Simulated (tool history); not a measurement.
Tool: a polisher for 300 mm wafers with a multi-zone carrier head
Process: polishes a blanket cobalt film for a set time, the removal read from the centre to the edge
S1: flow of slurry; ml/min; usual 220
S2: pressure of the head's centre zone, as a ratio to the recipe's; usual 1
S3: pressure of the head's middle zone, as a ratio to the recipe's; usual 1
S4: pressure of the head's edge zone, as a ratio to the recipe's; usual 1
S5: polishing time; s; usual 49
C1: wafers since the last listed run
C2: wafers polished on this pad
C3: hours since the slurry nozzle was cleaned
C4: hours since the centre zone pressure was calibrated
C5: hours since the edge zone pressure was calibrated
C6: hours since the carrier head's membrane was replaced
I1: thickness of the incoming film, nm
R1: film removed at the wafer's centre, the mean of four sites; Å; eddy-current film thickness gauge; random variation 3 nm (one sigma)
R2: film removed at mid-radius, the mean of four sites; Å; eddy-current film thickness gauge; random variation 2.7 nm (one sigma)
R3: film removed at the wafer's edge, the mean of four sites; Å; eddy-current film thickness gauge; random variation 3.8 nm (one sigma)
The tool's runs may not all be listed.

Run 1, hour 0: usual settings but S5 43 s; C1 0; C2 337; C3 95.9; C4 1434.5; C5 371.1; C6 1114.8; I1 1413.4. Result: R1 2351 Å, R2 2380 Å, R3 2412 Å.
Run 2, hour 10.4: usual settings but S5 41 s; C1 56; C2 394; C3 106.3; C4 1444.9; C5 381.5; C6 1125.2; I1 1412.7. Result: R1 2247 Å, R2 2260 Å, R3 2275 Å.
Run 3, hour 24.2: usual settings but S5 41 s; C1 75; C2 470; C3 120.1; C4 1458.7; C5 395.3; C6 1139; I1 1383.1. Result: R1 2288 Å, R2 2217 Å, R3 2315 Å.
Run 4, hour 39.5: usual settings but S3 0.96, S5 38 s; C1 83; C2 553; C3 135.4; C4 1474; C5 410.6; C6 1154.3; I1 1421. Result: R1 2036 Å, R2 2027 Å, R3 2106 Å.
At hour 55.3: worn pad replaced by a new one.
At hour 55.6: carrier head's membrane replaced by a new one.
Run 5, hour 69.7: usual settings; C1 141; C2 77; C3 165.6; C4 1504.2; C5 440.8; C6 14.1; I1 1418. Result: R1 2688 Å, R2 2716 Å, R3 2759 Å.
Run 6, hour 86: usual settings; C1 89; C2 166; C3 181.9; C4 1520.5; C5 457.1; C6 30.4; I1 1382.1. Result: R1 2656 Å, R2 2688 Å, R3 2690 Å.
Run 7, hour 102.6: usual settings; C1 90; C2 257; C3 198.5; C4 1537.1; C5 473.7; C6 47; I1 1404.2. Result: R1 2667 Å, R2 2705 Å, R3 2814 Å.
Run 8, hour 113.6: usual settings but S1 245 ml/min, S3 1.08; C1 60; C2 317; C3 209.5; C4 1548.1; C5 484.7; C6 58; I1 1402.1. Result: R1 2686 Å, R2 2904 Å, R3 2699 Å.
At hour 116.6: centre zone pressure recalibrated.
Run 9, hour 130.9: usual settings but S3 1.06; C1 83; C2 400; C3 226.8; C4 14.3; C5 502; C6 75.3; I1 1428.5. Result: R1 2691 Å, R2 2834 Å, R3 2718 Å.
Run 10, hour 144.6: usual settings but S1 285 ml/min, S2 0.9; C1 74; C2 475; C3 240.5; C4 28; C5 515.7; C6 89; I1 1416.4. Result: R1 2503 Å, R2 2859 Å, R3 2741 Å.
Run 11, hour 158.2: usual settings; C1 74; C2 550; C3 254.1; C4 41.6; C5 529.3; C6 102.6; I1 1381.9. Result: R1 2728 Å, R2 2759 Å, R3 2750 Å.
Run 12, hour 175.7: usual settings but S3 0.94, S5 40 s; C1 95; C2 646; C3 271.6; C4 59.1; C5 546.8; C6 120.1; I1 1422.9. Result: R1 2143 Å, R2 2105 Å, R3 2174 Å.
At hour 180.4: worn pad replaced by a new one.
At hour 189.5: edge zone pressure recalibrated.
Run 13, hour 192.9: usual settings but S2 0.89; C1 61; C2 57; C3 288.8; C4 76.3; C5 3.4; C6 137.3; I1 1402.7. Result: R1 2385 Å, R2 2712 Å, R3 2818 Å.
Run 14, hour 199.1: usual settings; C1 33; C2 91; C3 295; C4 82.5; C5 9.6; C6 143.5; I1 1393. Result: R1 2725 Å, R2 2749 Å, R3 2769 Å.
Run 15, hour 211.4: usual settings but S5 59 s; C1 67; C2 158; C3 307.3; C4 94.8; C5 21.9; C6 155.8; I1 1414.1. Result: R1 3272 Å, R2 3219 Å, R3 3214 Å.
At hour 219.3: slurry nozzle cleaned.
Run 16, hour 263: usual settings; C1 276; C2 435; C3 43.7; C4 146.4; C5 73.5; C6 207.4; I1 1379.8. Result: R1 2723 Å, R2 2711 Å, R3 2684 Å.
Run 17, hour 271.5: usual settings but S1 290 ml/min, S2 0.92, S3 0.92; C1 46; C2 481; C3 52.2; C4 154.9; C5 82; C6 215.9; I1 1430.3. Result: R1 2545 Å, R2 2617 Å, R3 2800 Å.
Run 18, hour 285: usual settings but S1 250 ml/min, S2 1.06; C1 73; C2 555; C3 65.7; C4 168.4; C5 95.5; C6 229.4; I1 1416.9. Result: R1 2937 Å, R2 2760 Å, R3 2802 Å.
At hour 295.6: worn pad replaced by a new one.
Run 19, hour 296.1: usual settings but S3 0.92; C1 38; C2 2; C3 76.8; C4 179.5; C5 106.6; C6 240.5; I1 1426.5. Result: R1 2737 Å, R2 2555 Å, R3 2705 Å.
Run 20, hour 300.7: usual settings; C1 25; C2 27; C3 81.4; C4 184.1; C5 111.2; C6 245.1; I1 1415. Result: R1 2711 Å, R2 2762 Å, R3 2738 Å.
Run 21, hour 315.5: usual settings but S1 175 ml/min, S3 1.12, S5 56 s; C1 80; C2 108; C3 96.2; C4 198.9; C5 126; C6 259.9; I1 1427. Result: R1 3014 Å, R2 3296 Å, R3 3052 Å.
Run 22, hour 323.7: usual settings but S3 0.9; C1 44; C2 153; C3 104.4; C4 207.1; C5 134.2; C6 268.1; I1 1411.6. Result: R1 2714 Å, R2 2480 Å, R3 2648 Å.
Run 23, hour 341.1: usual settings; C1 95; C2 248; C3 121.8; C4 224.5; C5 151.6; C6 285.5; I1 1412.4. Result: R1 2777 Å, R2 2724 Å, R3 2791 Å.

3 ways to go on from here, each from the tool as it stands after run 23. What would each give?
Run A, hour 341.5: usual settings but S4 1.03; C1 2; C2 251; C3 122.2; C4 224.9; C5 152; C6 285.9; I1 1419. Result: R1 ?, R2 ?, R3 ?.
Run B, hour 341.5: usual settings but S2 0.9, S4 0.95, S5 36 s; C1 2; C2 251; C3 122.2; C4 224.9; C5 152; C6 285.9; I1 1419. Result: R1 ?, R2 ?, R3 ?.
Run C, hour 341.5: usual settings but S1 190 ml/min, S5 34 s; C1 2; C2 251; C3 122.2; C4 224.9; C5 152; C6 285.9; I1 1419. Result: R1 ?, R2 ?, R3 ?.

run    R1    R2    R3
  A  2703  2723  2785
  B  1786  2002  1974
  C  1840  1858  1883
Without the tool's hidden state the same runs would have given:
run    R1    R2    R3
  A  2703  2723  2785
  B  1786  2002  1974
  C  1840  1858  1883
